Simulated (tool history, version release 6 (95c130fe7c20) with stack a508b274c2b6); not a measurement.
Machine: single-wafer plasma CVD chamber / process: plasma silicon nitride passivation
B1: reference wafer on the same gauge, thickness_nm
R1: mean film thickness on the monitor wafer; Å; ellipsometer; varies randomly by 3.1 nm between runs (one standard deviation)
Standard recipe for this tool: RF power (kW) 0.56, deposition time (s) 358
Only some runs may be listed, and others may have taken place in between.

{"run": 1, "hour": 0.0, "RF power (kW)": 0.56, "deposition time (s)": 358, "B1": 500.885, "R1": 5713.1}
{"run": 2, "hour": 209.4, "RF power (kW)": 0.56, "deposition time (s)": 358, "B1": 506.095, "R1": 5759.14}
{"run": 3, "hour": 277.1, "RF power (kW)": 0.56, "deposition time (s)": 358, "B1": 507.761, "R1": 5769.45}
{"run": 4, "hour": 316.8, "RF power (kW)": 0.56, "deposition time (s)": 358, "B1": 508.08, "R1": 5754.15}
{"hour": 342.2, "done": "RF generator calibrated"}
{"run": 5, "hour": 397.2, "RF power (kW)": 0.56, "deposition time (s)": 358, "B1": 509.816, "R1": 5817.96}
{"run": 6, "hour": 438.9, "RF power (kW)": 0.56, "deposition time (s)": 408, "B1": 509.894, "R1": 6608.81}
{"run": 7, "hour": 492.3, "RF power (kW)": 0.56, "deposition time (s)": 408, "B1": 511.598, "R1": 6655.79}
{"run": 8, "hour": 552.1, "RF power (kW)": 0.51, "deposition time (s)": 358, "B1": 510.881, "R1": 5666.73}
{"run": 9, "hour": 873.9, "RF power (kW)": 0.51, "deposition time (s)": 358, "B1": 512.876, "R1": 5710.12}
{"run": 10, "hour": 912.4, "RF power (kW)": 0.62, "deposition time (s)": 338, "B1": 513.068, "R1": 5666.95}
{"hour": 1066.2, "done": "gauge calibrated"}
{"run": 11, "hour": 1134.5, "RF power (kW)": 0.56, "deposition time (s)": 358, "B1": 498.367, "R1": 5646.73}
{"run": 12, "hour": 1226.6, "RF power (kW)": 0.63, "deposition time (s)": 328, "B1": 502.038, "R1": 5408.65}
{"run": 13, "hour": 1308.9, "RF power (kW)": 0.56, "deposition time (s)": 358, "B1": 505.949, "R1": 5781.81}
{"run": 14, "hour": 1384.8, "RF power (kW)": 0.64, "deposition time (s)": 407, "B1": 507.9, "R1": 6786.38}
{"run": 15, "hour": 1422.1, "RF power (kW)": 0.56, "deposition time (s)": 358, "B1": 510.05, "R1": 5736.19}
{"hour": 1437.2, "done": "RF generator calibrated"}
{"run": 16, "hour": 1482.6, "RF power (kW)": 0.56, "deposition time (s)": 358, "B1": 509.792, "R1": 5819.39}
{"run": 17, "hour": 1544.6, "RF power (kW)": 0.56, "deposition time (s)": 358, "B1": 510.289, "R1": 5820.85}
{"hour": 1627.5, "done": "showerhead replaced"}
{"run": 18, "hour": 1641.7, "RF power (kW)": 0.48, "deposition time (s)": 334, "B1": 512.745, "R1": 5218.08}
{"run": 19, "hour": 1683.6, "RF power (kW)": 0.515, "deposition time (s)": 424, "B1": 513.339, "R1": 6775.33}
{"run": 20, "hour": 1763.0, "RF power (kW)": 0.64, "deposition time (s)": 406, "B1": 513.704, "R1": 6899.38}
{"run": 21, "hour": 1932.5, "RF power (kW)": 0.505, "deposition time (s)": 297, "B1": 515.079, "R1": 4694.8}
{"run": 22, "hour": 2037.1, "RF power (kW)": 0.61, "deposition time (s)": 358, "B1": 516.348, "R1": 5969.61}

Predict each of these 3 candidate next runs independently; none follows another, all start after run 22:
{"run": "A", "hour": 2037.6, "RF power (kW)": 0.465, "deposition time (s)": 358, "B1": "?", "R1": "?"}
{"run": "B", "hour": 2037.6, "RF power (kW)": 0.56, "deposition time (s)": 403, "B1": "?", "R1": "?"}
{"run": "C", "hour": 2037.6, "RF power (kW)": 0.64, "deposition time (s)": 319, "B1": "?", "R1": "?"}

run=A B1=517.369 R1=5537.16
run=B B1=517.369 R1=6543.74
run=C B1=517.369 R1=5367.52
With no hidden state in the tool, these same runs would have given:
run=A R1=5280.3
run=B R1=6240.19
run=C R1=5118.53

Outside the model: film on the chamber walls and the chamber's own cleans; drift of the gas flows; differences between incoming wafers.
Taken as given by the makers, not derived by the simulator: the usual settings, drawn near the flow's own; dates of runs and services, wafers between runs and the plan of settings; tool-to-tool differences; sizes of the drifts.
